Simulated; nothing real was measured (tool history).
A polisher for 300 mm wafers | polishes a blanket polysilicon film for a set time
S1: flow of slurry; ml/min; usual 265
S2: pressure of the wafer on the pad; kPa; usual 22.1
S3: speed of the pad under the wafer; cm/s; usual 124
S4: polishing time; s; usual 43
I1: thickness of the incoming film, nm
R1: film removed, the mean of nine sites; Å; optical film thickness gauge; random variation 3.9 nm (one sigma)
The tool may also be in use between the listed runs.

run      day   S1    S2   S3  S4      I1    R1
  1    0.000  265  22.1  124  43  1595.1  4041
  2    5.879  265  22.1  124  53  1576.8  4953
       9.000  -- slurry nozzle cleaned
  3   10.158  265  22.1  124  53  1611.4  4773
  4   13.929  265  22.1  100  43  1599.8  3163
      17.079  -- head pressure recalibrated
  5   18.188  265  22.1  100  43  1576.5  3162
  6   22.296  265  22.1  124  50  1567.7  4473
  7   23.954  265  22.1  124  43  1578.8  3835
      25.054  -- worn pad replaced by a new one
  8   27.788  265  22.1  124  43  1595.2  3770
  9   30.208  265  22.1  124  43  1571.2  3782
 10   32.683  265  22.1  124  43  1580.1  3737
      33.979  -- slurry nozzle cleaned, repeated, since the last time left the tool worse
 11   37.542  265  22.1  124  51  1596.8  4862
 12   40.625  195  24.8  158  28  1598.7  3663
 13   43.004  205  24.1  124  38  1605.6  3944
 14   46.225  265  29.0   82  43  1580.0  3544
 15   48.204  265  22.1  124  43  1590.2  4084
 16   49.962  310  15.9  160  51  1595.0  4552
      52.546  -- head pressure recalibrated
 17   52.896  265  28.3  156  30  1562.8  4574
      53.229  -- worn pad replaced by a new one
 18   55.125  185  22.1  148  35  1595.8  3746
 19   56.850  185  17.2  124  39  1583.2  2680
 20   60.512  265  28.3  156  30  1575.0  4610
 21   62.829  315  26.9  136  32  1606.7  4102
 22   66.079  195  22.1  138  43  1584.6  4289
      69.642  -- slurry nozzle cleaned
 23   69.679  265  22.1  124  43  1587.7  4098
 24   71.271  265  22.1  102  43  1588.4  3367
 25   74.583  265  19.3  148  43  1600.4  4392
 26   77.092  265  22.1  124  43  1582.3  4155
 27   79.554  315  26.9  136  32  1571.2  4101
      80.475  -- worn pad replaced by a new one
 28   84.654  305  22.1  168  43  1589.3  5623
      88.900  -- head pressure recalibrated
 29   88.921  265  28.3  124  37  1617.8  4448
      99.208  -- slurry nozzle cleaned
 30   99.229  220  15.2  124  43  1591.0  2794
 31  101.592  180  22.1  124  47  1583.7  4311
 32  105.975  265  19.3  108  43  1606.4  3097
 33  110.108  265  22.1  124  43  1568.9  4036
 34  112.892  345  29.6  124  43  1585.3  5750
     115.325  -- worn pad replaced by a new one
 35  115.346  265  22.1  148  43  1588.5  4814
 36  119.221  265  22.1   96  43  1558.7  3125

Hidden state or all else? Some run-to-run changes of R1, split into what the settings, what came in and random variation would give without the hidden state, and what is left for the hidden state (with any gauge scatter that isn't in both results):
The hidden state here: removal rate lost through wear of the pad, %; slurry flow missing at the pad, %; deviation of the head's pressure from its setpoint, %.
Run 2 -> 3: slurry nozzle cleaned. R1 -180 Å: hidden state -133, all else -47.
Run 10 -> 11: S4 43 -> 51, slurry nozzle cleaned, repeated, since the last time left the tool worse. R1 +1125 Å: hidden state +345, all else +780.
Run 19 -> 20: S1 185 -> 265, S2 17.2 -> 28.3, S3 124 -> 156, S4 39 -> 30. R1 +1930 Å: hidden state -33, all else +1963.
Run 22 -> 23: S1 195 -> 265, S3 138 -> 124, slurry nozzle cleaned. R1 -191 Å: hidden state +152, all else -343.
Run 33 -> 34: S1 265 -> 345, S2 22.1 -> 29.6. R1 +1714 Å: hidden state -17, all else +1731.
Run 35 -> 36: S3 148 -> 96. R1 -1689 Å: hidden state +16, all else -1705.
